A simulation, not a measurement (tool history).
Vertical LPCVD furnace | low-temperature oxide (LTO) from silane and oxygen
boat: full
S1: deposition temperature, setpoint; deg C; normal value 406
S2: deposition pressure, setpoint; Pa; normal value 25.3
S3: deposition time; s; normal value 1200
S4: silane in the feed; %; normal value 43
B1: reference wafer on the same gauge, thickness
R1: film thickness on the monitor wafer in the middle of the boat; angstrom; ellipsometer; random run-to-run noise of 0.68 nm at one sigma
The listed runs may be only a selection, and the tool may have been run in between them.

run 1 hour=0 | S1=406 S2=30 S3=1200 S4=43 | B1=213.14 | R1=2261.3
run 2 hour=48.5 | S1=406 S2=30 S3=1200 S4=43 | B1=213.11 | R1=2288.1
run 3 hour=100.1 | S1=406 S2=25.3 S3=1200 S4=43 | B1=212.91 | R1=1928.6
run 4 hour=171.2 | S1=406 S2=25.3 S3=1200 S4=43 | B1=212.88 | R1=1921.6
run 5 hour=272 | S1=406 S2=25.3 S3=1200 S4=43 | B1=213.09 | R1=1940
run 6 hour=339.5 | S1=406 S2=25.3 S3=1200 S4=43 | B1=212.99 | R1=1940.3
run 7 hour=435.6 | S1=406 S2=25.3 S3=1410 S4=43 | B1=212.98 | R1=2285.3
-- hour=488.9 thermocouples replaced and temperature profile calibrated
run 8 hour=489.4 | S1=406 S2=25.3 S3=1410 S4=43 | B1=213.13 | R1=2201.8
run 9 hour=555.3 | S1=406 S2=25.3 S3=1200 S4=43 | B1=213.06 | R1=1891.8
run 10 hour=731.3 | S1=406 S2=25.3 S3=1200 S4=43 | B1=212.98 | R1=1876.8
-- hour=771 silane flow controller replaced
run 11 hour=830.5 | S1=394 S2=25.3 S3=990 S4=43 | B1=213.08 | R1=1335.6
run 12 hour=895.7 | S1=416 S2=30.7 S3=1200 S4=35 | B1=212.9 | R1=1949.8
-- hour=952.5 gauge calibrated
run 13 hour=990.4 | S1=406 S2=27.3 S3=1530 S4=43 | B1=213.11 | R1=2550.4
run 14 hour=1070.2 | S1=416 S2=30.7 S3=1200 S4=35 | B1=213.08 | R1=1940.6
run 15 hour=1308.4 | S1=406 S2=29.3 S3=1020 S4=41 | B1=212.95 | R1=1725.4
run 16 hour=1505.4 | S1=414 S2=28.7 S3=1200 S4=48 | B1=213.01 | R1=2535.9
run 17 hour=1564.1 | S1=406 S2=20.7 S3=1200 S4=43 | B1=213.08 | R1=1518.9
-- hour=1642.1 pressure gauge zeroed
run 18 hour=1642.6 | S1=398 S2=20 S3=1200 S4=43 | B1=212.87 | R1=1347.5
run 19 hour=1717.8 | S1=406 S2=31.3 S3=1200 S4=43 | B1=213.05 | R1=2285.9
run 20 hour=1754.3 | S1=406 S2=25.3 S3=1200 S4=43 | B1=213.08 | R1=1857.4
run 21 hour=1833.2 | S1=401 S2=25.3 S3=1200 S4=43 | B1=212.98 | R1=1762.8
run 22 hour=1886.6 | S1=406 S2=25.3 S3=1200 S4=43 | B1=213.02 | R1=1869.6
run 23 hour=1947.6 | S1=406 S2=27.3 S3=1200 S4=43 | B1=213.11 | R1=2006.5
run 24 hour=1994.4 | S1=406 S2=25.3 S3=1200 S4=43 | B1=213.16 | R1=1868.3
run 25 hour=2278.6 | S1=406 S2=25.3 S3=1200 S4=35 | B1=213.19 | R1=1462.6
run 26 hour=2342 | S1=406 S2=25.3 S3=1200 S4=43 | B1=212.97 | R1=1876.7
run 27 hour=2383.3 | S1=406 S2=30.7 S3=1200 S4=43 | B1=213.24 | R1=2248.1
run 28 hour=2469.3 | S1=394 S2=25.3 S3=990 S4=43 | B1=213 | R1=1363.1
run 29 hour=2641.5 | S1=406 S2=25.3 S3=1200 S4=39 | B1=212.96 | R1=1680
run 30 hour=2745.7 | S1=406 S2=25.3 S3=1200 S4=43 | B1=213.15 | R1=1870.4
run 31 hour=2831.7 | S1=406 S2=25.3 S3=1200 S4=43 | B1=213.05 | R1=1875.7

Below, each run's measurement less what the same run would have read without the hidden state. Both values contain the same run-to-run variation, but the gauge's scatter may not be the same in both:
What the log doesn't record here: true tube temperature minus thermocouple reading, K; true pressure minus gauge reading, mTorr; deviation of the silane flow from its setpoint, %; gauge reads high (%).
run=1 R1=+102.3
run=2 R1=+106.1
run=3 R1=+91.9
run=4 R1=+94.9
run=5 R1=+100.7
run=6 R1=+104.1
run=7 R1=+128.3
run=8 R1=+49
run=9 R1=+43.1
run=10 R1=+45.8
run=11 R1=+8.4
run=12 R1=+13.7
run=13 R1=+16.4
run=14 R1=+14.7
run=15 R1=+14
run=16 R1=+19.9
run=17 R1=+14.3
run=18 R1=+13.8
run=19 R1=+24.2
run=20 R1=+20.2
run=21 R1=+20.8
run=22 R1=+22.6
run=23 R1=+25.4
run=24 R1=+24.5
run=25 R1=+27.5
run=26 R1=+32.1
run=27 R1=+39.7
run=28 R1=+26.7
run=29 R1=+38.3
run=30 R1=+42.5
run=31 R1=+45.1
